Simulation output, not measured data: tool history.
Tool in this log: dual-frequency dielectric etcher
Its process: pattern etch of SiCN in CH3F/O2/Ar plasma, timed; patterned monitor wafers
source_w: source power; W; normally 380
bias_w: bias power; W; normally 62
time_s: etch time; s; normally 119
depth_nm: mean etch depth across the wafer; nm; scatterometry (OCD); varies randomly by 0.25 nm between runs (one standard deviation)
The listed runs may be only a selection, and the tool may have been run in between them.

run	hour	source_w	bias_w	time_s	read-back reference wafer on the same gauge, depth_nm	depth_nm
1	0	380	55	127	42.45	48.22
2	50.4	380	62	91	42.42	35.98
3	97.7	380	62	91	42.39	36
# hour 156.8: wet clean of the chamber
4	157.3	430	62	119	42.51	48.22
5	245.2	430	62	119	42.37	47.89
6	315.1	380	62	119	42.5	45.96
7	411.9	380	62	119	42.39	46.61
8	516.1	380	62	119	42.4	46.7
# hour 644.9: wet clean of the chamber
9	645.4	380	62	119	42.43	45.78
# hour 688.4: upper electrode replaced
10	703.3	380	68	119	42.34	47.2
11	750.7	380	68	119	42.34	47.49
12	793.9	380	68	119	42.41	47.39
# hour 807.2: source power generator calibrated
13	851.1	380	78	96.5	42.47	40.09
14	894.2	380	75	88.5	42.44	36.42
# hour 914.6: gauge calibrated
15	953	330	68	105	42.33	40.43
16	995.2	380	62	119	42.39	46.72
17	1047.6	410	75	85	42.29	36.17
# hour 1072.2: bias power generator calibrated
18	1141.5	380	47	119	42.34	43.93
# hour 1169.7: wet clean of the chamber
19	1188	330	68	105	42.37	39.31
20	1268	380	62	119	42.4	45.87
21	1361.9	480	69	150.5	42.4	65.5
22	1463.8	380	62	119	42.47	46.52
23	1521.5	380	72	84.5	42.43	34.55
24	1578.1	480	68	101	42.52	44.2

4 options for the next run, each taken on its own from the tool as it stands now. Forecast them:
A	1578.5	380	62	119	?	?
B	1578.5	380	62	143	?	?
C	1578.5	300	56	119	?	?
D	1578.5	420	68	119	?	?

run	read-back reference wafer on the same gauge, depth_nm	depth_nm
A	42.44	46.67
B	42.44	56.08
C	42.44	41.83
D	42.44	49.53
Take away the tool's hidden state, keep each run's random variation, and the runs would have read:
run	depth_nm
A	45.56
B	54.75
C	40.84
D	48.35

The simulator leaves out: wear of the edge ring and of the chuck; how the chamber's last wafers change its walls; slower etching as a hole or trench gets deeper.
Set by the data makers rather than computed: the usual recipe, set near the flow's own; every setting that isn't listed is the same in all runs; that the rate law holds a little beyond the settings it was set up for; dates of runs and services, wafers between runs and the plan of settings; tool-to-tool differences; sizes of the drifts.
